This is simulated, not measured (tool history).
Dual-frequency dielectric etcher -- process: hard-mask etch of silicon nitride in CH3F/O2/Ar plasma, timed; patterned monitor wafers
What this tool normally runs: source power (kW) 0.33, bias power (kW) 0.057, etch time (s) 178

run   hour  source power (kW)  bias power (kW)  etch time (s)  read-back reference wafer on the same gauge, depth_nm  mean etch depth across the wafer (Å)
  1      0               0.33            0.057            178                                                     96                                   944
  2   14.8               0.33            0.057            178                                                     96                                   941
  3   31.1               0.33            0.057            178                                                     96                                   941
  4   44.3               0.33            0.057            178                                                   95.9                                   939
  5   56.7               0.33            0.057            214                                                     96                                  1130
  6   71.8               0.33            0.057            214                                                     96                                  1128
  7   81.7               0.33            0.057            178                                                     96                                   938
  8   99.2               0.33            0.057            178                                                     96                                   938
  9  115.6               0.33            0.057            178                                                     96                                   937
 10  121.6               0.36            0.057            178                                                     96                                   969
 11  131.1               0.36            0.057            178                                                     96                                   969
 12  138.5               0.36            0.057            178                                                     96                                   969
 13  151.7               0.33            0.057          211.5                                                     96                                  1111
     168.1  -- gauge calibrated
     186.7  -- upper electrode replaced
 14  187.2               0.27            0.057          157.5                                                     96                                   763
 15  187.5               0.37            0.057            178                                                     96                                   978
 16  192.3               0.33            0.062            135                                                     96                                   726
 17  204.4               0.33            0.057          128.5                                                     96                                   674
     242.8  -- bias power generator calibrated
     266.9  -- source power generator calibrated
     267.8  -- wet clean of the chamber
 18  268.3               0.33            0.057            214                                                     96                                  1146
 19  268.7                0.4            0.066            178                                                     96                                  1077
 20  269.1               0.25            0.065            178                                                     96                                   892
 21  275.6               0.33            0.057            178                                                     96                                   954
 22  288.9               0.33            0.057            178                                                     96                                   954
 23  295.1               0.27            0.043            206                                                     96                                   934
 24  320.9               0.33            0.057            178                                                   96.1                                   952
 25  331.1               0.33            0.057            178                                                     96                                   950
 26    348               0.33             0.05            127                                                     96                                   651

Branching from run 26: 4 alternative next runs. What would each branch give?
  A  348.5               0.33            0.048            178                                                      ?                                     ?
  B  348.5               0.33            0.047          160.5                                                      ?                                     ?
  C  348.5               0.33             0.07          202.5                                                      ?                                     ?
  D  348.5               0.26            0.057          134.5                                                      ?                                     ?

run  read-back reference wafer on the same gauge, depth_nm  mean etch depth across the wafer (Å)
  A                                                     96                                   901
  B                                                     96                                   807
  C                                                     96                                  1152
  D                                                     96                                   652
Without the tool's unlogged condition, the same runs would have read:
run  mean etch depth across the wafer (Å)
  A                                   904
  B                                   810
  C                                  1156
  D                                   654
